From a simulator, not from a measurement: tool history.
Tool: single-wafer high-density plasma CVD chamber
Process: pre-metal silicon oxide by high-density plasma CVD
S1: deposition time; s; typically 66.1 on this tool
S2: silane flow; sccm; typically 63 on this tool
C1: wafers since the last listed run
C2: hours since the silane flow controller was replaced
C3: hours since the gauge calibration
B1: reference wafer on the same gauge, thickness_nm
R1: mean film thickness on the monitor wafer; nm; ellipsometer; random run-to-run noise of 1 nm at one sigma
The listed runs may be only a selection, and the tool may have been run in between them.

Run 1, hour 0.0: usual settings; C1 0; C2 1433.2; C3 46.2; B1 456.134. Result: R1 450.167 nm.
Run 2, hour 12.1: usual settings; C1 241; C2 1445.3; C3 58.3; B1 456.027. Result: R1 449.987 nm.
Run 3, hour 24.2: usual settings; C1 241; C2 1457.4; C3 70.4; B1 456.069. Result: R1 451.670 nm.
Run 4, hour 32.1: usual settings; C1 157; C2 1465.3; C3 78.3; B1 456.237. Result: R1 451.774 nm.
Run 5, hour 63.8: usual settings; C1 632; C2 1497.0; C3 110.0; B1 455.846. Result: R1 450.611 nm.
Run 6, hour 75.7: usual settings; C1 237; C2 1508.9; C3 121.9; B1 456.010. Result: R1 451.443 nm.
Run 7, hour 93.5: usual settings; C1 354; C2 1526.7; C3 139.7; B1 456.045. Result: R1 452.414 nm.
Run 8, hour 109.3: usual settings; C1 315; C2 1542.5; C3 155.5; B1 455.988. Result: R1 450.861 nm.
Run 9, hour 118.0: usual settings; C1 173; C2 1551.2; C3 164.2; B1 456.115. Result: R1 450.336 nm.
Run 10, hour 125.9: usual settings; C1 157; C2 1559.1; C3 172.1; B1 455.667. Result: R1 452.602 nm.
Run 11, hour 165.2: usual settings but S1 69.6 s; C1 783; C2 1598.4; C3 211.4; B1 456.166. Result: R1 475.171 nm.
At hour 175.1: silane flow controller replaced.
Run 12, hour 183.1: usual settings but S1 59.8 s; C1 197; C2 8.0; C3 229.3; B1 455.835. Result: R1 389.953 nm.
Run 13, hour 199.4: usual settings but S1 55.8 s, S2 74 sccm; C1 325; C2 24.3; C3 245.6; B1 455.885. Result: R1 426.593 nm.
Run 14, hour 210.4: usual settings; C1 219; C2 35.3; C3 256.6; B1 456.218. Result: R1 431.323 nm.
Run 15, hour 225.9: usual settings but S1 59.4 s, S2 59 sccm; C1 309; C2 50.8; C3 272.1; B1 456.058. Result: R1 362.957 nm.
At hour 230.2: gauge calibrated.
Run 16, hour 235.9: usual settings but S2 74 sccm; C1 199; C2 60.8; C3 5.7; B1 455.826. Result: R1 509.634 nm.
Run 17, hour 253.1: usual settings but S1 78.0 s, S2 60 sccm; C1 342; C2 78.0; C3 22.9; B1 456.187. Result: R1 486.688 nm.
Run 18, hour 260.8: usual settings; C1 153; C2 85.7; C3 30.6; B1 455.737. Result: R1 432.382 nm.
Run 19, hour 271.7: usual settings but S1 76.7 s, S2 67 sccm; C1 217; C2 96.6; C3 41.5; B1 456.026. Result: R1 535.719 nm.
Run 20, hour 286.9: usual settings but S2 74 sccm; C1 303; C2 111.8; C3 56.7; B1 456.121. Result: R1 509.244 nm.
Run 21, hour 303.2: usual settings but S1 77.5 s, S2 58 sccm; C1 325; C2 128.1; C3 73.0; B1 455.633. Result: R1 469.389 nm.

Predict each of these 3 candidate next runs independently; none follows another, all start after run 21:
Run A, hour 303.6: usual settings but S1 74.1 s; C1 7; C2 128.5; C3 73.4; B1 ?. Result: R1 ?.
Run B, hour 303.6: usual settings but S1 54.8 s; C1 7; C2 128.5; C3 73.4; B1 ?. Result: R1 ?.
Run C, hour 303.6: usual settings but S1 58.3 s, S2 54 sccm; C1 7; C2 128.5; C3 73.4; B1 ?. Result: R1 ?.

run       B1       R1
  A  456.377  487.908
  B  456.377  360.828
  C  456.377  329.034
Without the tool's unlogged condition, the same runs would have read:
run       R1
  A  477.218
  B  352.923
  C  321.826
